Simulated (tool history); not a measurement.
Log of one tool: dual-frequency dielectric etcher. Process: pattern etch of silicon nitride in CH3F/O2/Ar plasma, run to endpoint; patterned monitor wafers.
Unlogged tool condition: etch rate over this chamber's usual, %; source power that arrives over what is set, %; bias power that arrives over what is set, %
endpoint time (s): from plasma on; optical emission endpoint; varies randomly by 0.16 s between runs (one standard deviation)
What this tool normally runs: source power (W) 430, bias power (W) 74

| run | day | source power (W) | bias power (W) | wafers since the last listed run | hours since the last wet clean | hours since the last source power generator calibration | hours since the last bias power generator calibration | hours since the last upper electrode change | incoming incoming film thickness, nm | endpoint time (s) |
|---|---|---|---|---|---|---|---|---|---|---|
| 1 | 0 | 430 | 74 | 0 | 104.8 | 3619.5 | 2322.4 | 1598 | 27.61 | 39.8 |
| 2 | 1.367 | 430 | 74 | 282 | 137.6 | 3652.3 | 2355.2 | 1630.8 | 27.69 | 40 |
| 3 | 3.283 | 430 | 74 | 396 | 183.6 | 3698.3 | 2401.2 | 1676.8 | 27.38 | 39.9 |
| 4 | 6.167 | 380 | 74 | 595 | 252.8 | 3767.5 | 2470.4 | 1746 | 27.86 | 42.7 |
| 5 | 8.471 | 430 | 74 | 476 | 308.1 | 3822.8 | 2525.7 | 1801.3 | 27.67 | 40.2 |
| 6 | 9.646 | 430 | 74 | 242 | 336.3 | 3851 | 2553.9 | 1829.5 | 27.61 | 39.9 |
| 7 | 11.454 | 510 | 74 | 373 | 379.7 | 3894.4 | 2597.3 | 1872.9 | 27.7 | 37.2 |
| 8 | 12.529 | 510 | 74 | 222 | 405.5 | 3920.2 | 2623.1 | 1898.7 | 27.8 | 37.2 |
| 9 | 14.008 | 430 | 74 | 305 | 441 | 3955.7 | 2658.6 | 1934.2 | 27.68 | 40 |
|  | 15.338 | wet clean of the chamber |
| 10 | 16.367 | 430 | 74 | 280 | 24.7 | 4012.3 | 2715.2 | 1990.8 | 27.4 | 39.9 |
| 11 | 18.021 | 430 | 74 | 341 | 64.4 | 4052 | 2754.9 | 2030.5 | 27.46 | 39.9 |
| 12 | 19.208 | 430 | 74 | 245 | 92.9 | 4080.5 | 2783.4 | 2059 | 27.4 | 39.8 |
| 13 | 21.15 | 510 | 87 | 401 | 139.5 | 4127.1 | 2830 | 2105.6 | 27.69 | 35.3 |
|  | 22.4 | source power generator calibrated |
| 14 | 22.458 | 380 | 61 | 235 | 170.9 | 1.4 | 2861.4 | 2137 | 27.71 | 45.2 |
| 15 | 24.388 | 470 | 84 | 398 | 217.2 | 47.7 | 2907.7 | 2183.3 | 27.7 | 36.8 |
| 16 | 27.133 | 320 | 65 | 567 | 283.1 | 113.6 | 2973.6 | 2249.2 | 27.71 | 48.3 |
| 17 | 29.388 | 330 | 69 | 465 | 337.2 | 167.7 | 3027.7 | 2303.3 | 27.52 | 46.1 |
|  | 31.458 | wet clean of the chamber |
| 18 | 31.479 | 430 | 74 | 225 | 0.5 | 217.9 | 3077.9 | 2353.5 | 27.55 | 39.7 |
|  | 31.929 | bias power generator calibrated |
| 19 | 32.754 | 390 | 63 | 229 | 31.1 | 248.5 | 19.8 | 2384.1 | 27.58 | 43.9 |
| 20 | 41.208 | 430 | 74 | 1746 | 234 | 451.4 | 222.7 | 2587 | 27.62 | 39.9 |
| 21 | 43.354 | 540 | 67 | 443 | 285.5 | 502.9 | 274.2 | 2638.5 | 27.67 | 37.2 |
|  | 44.912 | upper electrode replaced |
| 22 | 44.933 | 330 | 83 | 119 | 323.4 | 540.8 | 312.1 | 0.5 | 27.24 | 43.3 |
| 23 | 46.421 | 380 | 68 | 307 | 359.1 | 576.5 | 347.8 | 36.2 | 27.36 | 43.1 |
|  | 48.146 | wet clean of the chamber |
| 24 | 48.167 | 490 | 61 | 154 | 0.5 | 618.4 | 389.7 | 78.1 | 27.49 | 39.9 |
| 25 | 49.879 | 430 | 74 | 353 | 41.6 | 659.5 | 430.8 | 119.2 | 27.52 | 39.9 |
| 26 | 52.804 | 510 | 68 | 604 | 111.8 | 729.7 | 501 | 189.4 | 27.42 | 37.5 |
| 27 | 54.008 | 400 | 89 | 248 | 140.7 | 758.6 | 529.9 | 218.3 | 27.43 | 38.7 |
| 28 | 56.429 | 330 | 84 | 500 | 198.8 | 816.7 | 588 | 276.4 | 27.78 | 43.7 |
| 29 | 57.6 | 370 | 62 | 241 | 226.9 | 844.8 | 616.1 | 304.5 | 27.69 | 45.7 |
| 30 | 60.55 | 330 | 79 | 609 | 297.7 | 915.6 | 686.9 | 375.3 | 27.67 | 44.7 |
| 31 | 61.7 | 370 | 91 | 237 | 325.3 | 943.2 | 714.5 | 402.9 | 27.55 | 39.8 |
| 32 | 63.546 | 530 | 69 | 381 | 369.6 | 987.5 | 758.8 | 447.2 | 27.49 | 37 |
|  | 65.404 | wet clean of the chamber |
| 33 | 66.442 | 430 | 67 | 391 | 24.9 | 1057 | 828.3 | 516.7 | 27.73 | 41.4 |
| 34 | 68.225 | 480 | 58 | 368 | 67.7 | 1099.8 | 871.1 | 559.5 | 27.63 | 40.7 |
| 35 | 70.908 | 430 | 74 | 554 | 132.1 | 1164.2 | 935.5 | 623.9 | 27.81 | 40.2 |
| 36 | 72.275 | 340 | 88 | 282 | 164.9 | 1197 | 968.3 | 656.7 | 27.6 | 42.5 |

Exercise: give the hidden state of the tool at every run:
etch rate over this chamber's usual, %: 0 across all the runs
source power that arrives over what is set, %: 0 across all the runs
bias power that arrives over what is set, %: 0 across all the runs
